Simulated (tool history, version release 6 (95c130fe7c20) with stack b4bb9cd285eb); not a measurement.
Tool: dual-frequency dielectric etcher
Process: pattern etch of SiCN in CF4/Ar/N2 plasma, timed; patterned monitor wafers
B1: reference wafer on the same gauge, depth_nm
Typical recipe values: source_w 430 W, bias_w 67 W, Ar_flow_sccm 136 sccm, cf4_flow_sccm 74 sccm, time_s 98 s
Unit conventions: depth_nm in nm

{"run": 1, "hour": 0.0, "source_w": 430, "bias_w": 67, "Ar_flow_sccm": 136, "cf4_flow_sccm": 74, "time_s": 98, "B1": 84.8, "depth_nm": 76.5}
{"run": 2, "hour": 47.8, "source_w": 430, "bias_w": 60, "Ar_flow_sccm": 136, "cf4_flow_sccm": 74, "time_s": 98, "B1": 84.8, "depth_nm": 73.1}
{"run": 3, "hour": 146.2, "source_w": 430, "bias_w": 60, "Ar_flow_sccm": 136, "cf4_flow_sccm": 74, "time_s": 98, "B1": 84.9, "depth_nm": 73.6}
{"run": 4, "hour": 243.5, "source_w": 430, "bias_w": 67, "Ar_flow_sccm": 136, "cf4_flow_sccm": 74, "time_s": 98, "B1": 84.8, "depth_nm": 75}
{"run": 5, "hour": 326.8, "source_w": 430, "bias_w": 67, "Ar_flow_sccm": 136, "cf4_flow_sccm": 74, "time_s": 126, "B1": 84.8, "depth_nm": 97.1}
{"run": 6, "hour": 404.2, "source_w": 330, "bias_w": 67, "Ar_flow_sccm": 136, "cf4_flow_sccm": 59, "time_s": 98, "B1": 84.8, "depth_nm": 54.5}
{"run": 7, "hour": 483.8, "source_w": 400, "bias_w": 67, "Ar_flow_sccm": 136, "cf4_flow_sccm": 74, "time_s": 85, "B1": 84.8, "depth_nm": 61.1}
{"run": 8, "hour": 554.0, "source_w": 510, "bias_w": 67, "Ar_flow_sccm": 136, "cf4_flow_sccm": 74, "time_s": 98, "B1": 84.9, "depth_nm": 91.9}
{"run": 9, "hour": 736.0, "source_w": 430, "bias_w": 67, "Ar_flow_sccm": 136, "cf4_flow_sccm": 74, "time_s": 98, "B1": 84.8, "depth_nm": 78.3}
{"run": 10, "hour": 835.7, "source_w": 430, "bias_w": 67, "Ar_flow_sccm": 145, "cf4_flow_sccm": 74, "time_s": 98, "B1": 84.8, "depth_nm": 74.5}
{"run": 11, "hour": 955.2, "source_w": 430, "bias_w": 81, "Ar_flow_sccm": 146, "cf4_flow_sccm": 74, "time_s": 98, "B1": 84.8, "depth_nm": 81.6}
{"run": 12, "hour": 1058.2, "source_w": 430, "bias_w": 67, "Ar_flow_sccm": 136, "cf4_flow_sccm": 74, "time_s": 98, "B1": 84.8, "depth_nm": 76.1}
{"run": 13, "hour": 1144.5, "source_w": 470, "bias_w": 72, "Ar_flow_sccm": 136, "cf4_flow_sccm": 89, "time_s": 98, "B1": 84.8, "depth_nm": 89.8}
{"run": 14, "hour": 1230.7, "source_w": 430, "bias_w": 67, "Ar_flow_sccm": 136, "cf4_flow_sccm": 74, "time_s": 120.5, "B1": 84.9, "depth_nm": 95.1}
{"run": 15, "hour": 1275.9, "source_w": 430, "bias_w": 67, "Ar_flow_sccm": 136, "cf4_flow_sccm": 74, "time_s": 98, "B1": 84.8, "depth_nm": 77.3}
{"run": 16, "hour": 1378.2, "source_w": 510, "bias_w": 75, "Ar_flow_sccm": 163, "cf4_flow_sccm": 87, "time_s": 98, "B1": 84.7, "depth_nm": 98.4}
{"run": 17, "hour": 1432.6, "source_w": 330, "bias_w": 78, "Ar_flow_sccm": 136, "cf4_flow_sccm": 85, "time_s": 108, "B1": 84.8, "depth_nm": 71.3}
{"run": 18, "hour": 1599.3, "source_w": 430, "bias_w": 67, "Ar_flow_sccm": 136, "cf4_flow_sccm": 74, "time_s": 112.5, "B1": 84.8, "depth_nm": 86.5}
{"run": 19, "hour": 1701.1, "source_w": 530, "bias_w": 82, "Ar_flow_sccm": 136, "cf4_flow_sccm": 74, "time_s": 98, "B1": 84.8, "depth_nm": 103.6}
{"run": 20, "hour": 1807.5, "source_w": 430, "bias_w": 67, "Ar_flow_sccm": 136, "cf4_flow_sccm": 74, "time_s": 120.5, "B1": 84.7, "depth_nm": 95}
{"run": 21, "hour": 1877.0, "source_w": 430, "bias_w": 67, "Ar_flow_sccm": 136, "cf4_flow_sccm": 74, "time_s": 68.5, "B1": 84.8, "depth_nm": 54.1}
{"run": 22, "hour": 1947.3, "source_w": 430, "bias_w": 67, "Ar_flow_sccm": 122, "cf4_flow_sccm": 57, "time_s": 120, "B1": 84.8, "depth_nm": 92.1}

Taken out of this log: 9 entries between the listed runs. Where each belongs, and how the hidden state differs across it:
Runs 3 to 4: wet clean of the chamber (hour 171.5)
  etch rate over this chamber's usual, %: 3.56 -> 0.204
  the result without the hidden state subtracted from the measured one, depth_nm: +2.5 -> +0.1 nm
Runs 8 to 9: Ar flow controller replaced (hour 694.6)
  etch rate over this chamber's usual, %: 2.57 -> 3.95
  the result without the hidden state subtracted from the measured one, depth_nm: +2.3 -> +2.9 nm
Runs 9 to 10: source power generator calibrated (hour 759.6); wet clean of the chamber (hour 835.2)
  etch rate over this chamber's usual, %: 3.95 -> -0.0692
  the result without the hidden state subtracted from the measured one, depth_nm: +2.9 -> +0 nm
Runs 10 to 11: CF4 flow controller replaced (hour 929.2); bias power generator calibrated (hour 954.7)
  etch rate over this chamber's usual, %: -0.0692 -> 0.84
  the result without the hidden state subtracted from the measured one, depth_nm: +0 -> +0.7 nm
Runs 12 to 13: gauge calibrated (hour 1081.4); upper electrode replaced (hour 1092.5)
  etch rate over this chamber's usual, %: 1.62 -> 2.28
  the result without the hidden state subtracted from the measured one, depth_nm: +1.2 -> +2 nm
Runs 17 to 18: wet clean of the chamber (hour 1504.6)
  etch rate over this chamber's usual, %: 4.47 -> 1.45
  the result without the hidden state subtracted from the measured one, depth_nm: +3.1 -> +1.3 nm

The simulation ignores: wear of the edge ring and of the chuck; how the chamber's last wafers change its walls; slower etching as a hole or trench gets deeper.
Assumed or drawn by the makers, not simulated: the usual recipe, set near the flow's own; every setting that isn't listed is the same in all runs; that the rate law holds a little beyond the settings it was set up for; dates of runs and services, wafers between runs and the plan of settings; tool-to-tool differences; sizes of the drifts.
